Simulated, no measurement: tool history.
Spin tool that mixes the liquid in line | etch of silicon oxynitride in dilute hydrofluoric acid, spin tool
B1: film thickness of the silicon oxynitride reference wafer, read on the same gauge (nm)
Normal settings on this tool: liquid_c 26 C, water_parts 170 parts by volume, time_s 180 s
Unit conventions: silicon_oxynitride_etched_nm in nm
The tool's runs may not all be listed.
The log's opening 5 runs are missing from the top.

Run 6, hour 57.5: usual settings; B1 39.954. Result: silicon_oxynitride_etched_nm 3.842 nm.
Run 7, hour 68.4: usual settings but water_parts 105 parts by volume; B1 39.987. Result: silicon_oxynitride_etched_nm 6.633 nm.
Run 8, hour 85.6: usual settings but water_parts 105 parts by volume; B1 39.993. Result: silicon_oxynitride_etched_nm 6.681 nm.
Run 9, hour 103.6: usual settings but water_parts 105 parts by volume; B1 40.015. Result: silicon_oxynitride_etched_nm 6.536 nm.
Run 10, hour 119.2: usual settings; B1 40.021. Result: silicon_oxynitride_etched_nm 3.874 nm.
Run 11, hour 129.1: usual settings; B1 39.992. Result: silicon_oxynitride_etched_nm 3.85 nm.
Run 12, hour 143.3: usual settings; B1 39.977. Result: silicon_oxynitride_etched_nm 3.856 nm.
Run 13, hour 153: usual settings; B1 40.009. Result: silicon_oxynitride_etched_nm 3.854 nm.
Run 14, hour 163.5: usual settings but water_parts 235 parts by volume; B1 39.982. Result: silicon_oxynitride_etched_nm 2.665 nm.
At hour 180.9: thermometer replaced.
At hour 195.8: gauge calibrated.
Run 15, hour 216.7: usual settings but water_parts 235 parts by volume; B1 39.97. Result: silicon_oxynitride_etched_nm 2.734 nm.
Run 16, hour 224.2: usual settings but liquid_c 30 C, water_parts 150 parts by volume; B1 39.954. Result: silicon_oxynitride_etched_nm 5.281 nm.
At hour 227: hydrofluoric acid flow meter replaced.
Run 17, hour 241.8: usual settings but water_parts 255 parts by volume, time_s 80 s; B1 39.98. Result: silicon_oxynitride_etched_nm 0.934 nm.
Run 18, hour 257: usual settings; B1 40.002. Result: silicon_oxynitride_etched_nm 3.417 nm.
Run 19, hour 269.6: usual settings but liquid_c 21.5 C, water_parts 130 parts by volume, time_s 240 s; B1 40.006. Result: silicon_oxynitride_etched_nm 5.061 nm.

Run 20 is up next; what results do you expect?
Run 20, hour 284.4: usual settings but water_parts 230 parts by volume, time_s 285 s; B1 ?. Result: silicon_oxynitride_etched_nm ?.

B1: 40.012
silicon_oxynitride_etched_nm: 3.832 nm
The same run, on a tool lacking any hidden state, would have yielded silicon_oxynitride_etched_nm 3.736 nm.
